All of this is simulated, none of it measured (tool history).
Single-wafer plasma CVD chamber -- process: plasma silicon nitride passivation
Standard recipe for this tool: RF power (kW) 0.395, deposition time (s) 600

| run | hour | RF power (kW) | deposition time (s) | read-back reference wafer on the same gauge, thickness_nm | mean film thickness on the monitor wafer (angstrom) |
|---|---|---|---|---|---|
| 1 | 0.0 | 0.440 | 600 | 852.048 | 8631.48 |
| 2 | 97.6 | 0.440 | 600 | 850.409 | 8608.75 |
| 3 | 170.0 | 0.395 | 661 | 850.629 | 9242.98 |
| 4 | 215.7 | 0.395 | 540 | 850.991 | 7546.65 |
| 5 | 308.6 | 0.395 | 540 | 850.107 | 7569.55 |
| 6 | 365.4 | 0.395 | 540 | 848.996 | 7564.13 |
| 7 | 426.0 | 0.455 | 600 | 850.439 | 8602.84 |
| 8 | 562.6 | 0.395 | 544 | 848.121 | 7622.28 |
| 9 | 657.6 | 0.395 | 544 | 848.342 | 7581.58 |
|  | 681.1 | gauge calibrated |
| 10 | 855.0 | 0.350 | 600 | 869.532 | 8354.71 |
| 11 | 966.6 | 0.395 | 600 | 864.777 | 8560.56 |
| 12 | 1020.5 | 0.395 | 600 | 864.106 | 8570.00 |
| 13 | 1060.4 | 0.395 | 600 | 861.974 | 8577.32 |
|  | 1103.5 | RF generator calibrated |
| 14 | 1104.0 | 0.395 | 635 | 860.775 | 9049.24 |
| 15 | 1199.8 | 0.395 | 600 | 858.187 | 8470.04 |
| 16 | 1239.5 | 0.440 | 630 | 857.819 | 9093.63 |
| 17 | 1304.7 | 0.395 | 531 | 856.187 | 7529.17 |
| 18 | 1381.9 | 0.395 | 696 | 856.008 | 9855.16 |
|  | 1426.7 | showerhead replaced |
| 19 | 1462.1 | 0.445 | 633 | 854.186 | 9119.98 |
| 20 | 1533.3 | 0.465 | 549 | 853.505 | 8035.38 |
| 21 | 1631.7 | 0.395 | 517 | 852.477 | 7301.28 |
| 22 | 1729.7 | 0.360 | 676 | 851.570 | 9336.74 |
| 23 | 1824.1 | 0.395 | 600 | 850.674 | 8429.81 |
| 24 | 1913.7 | 0.440 | 600 | 850.702 | 8650.40 |
| 25 | 1966.9 | 0.395 | 516 | 850.880 | 7251.01 |
| 26 | 2072.3 | 0.430 | 600 | 849.656 | 8537.94 |

Below are 4 alternative next runs, each starting from the tool's condition after run 26. Predict each:
| A | 2072.9 | 0.395 | 600 | ? | ? |
| B | 2072.9 | 0.425 | 564 | ? | ? |
| C | 2072.9 | 0.440 | 661 | ? | ? |
| D | 2072.9 | 0.320 | 534 | ? | ? |

| run | read-back reference wafer on the same gauge, thickness_nm | mean film thickness on the monitor wafer (angstrom) |
|---|---|---|
| A | 850.662 | 8426.63 |
| B | 850.662 | 8042.62 |
| C | 850.662 | 9495.23 |
| D | 850.662 | 7192.29 |
Take away the tool's hidden state, keep each run's random variation, and the runs would have read:
| run | mean film thickness on the monitor wafer (angstrom) |
|---|---|
| A | 8723.45 |
| B | 8325.90 |
| C | 9829.68 |
| D | 7445.63 |
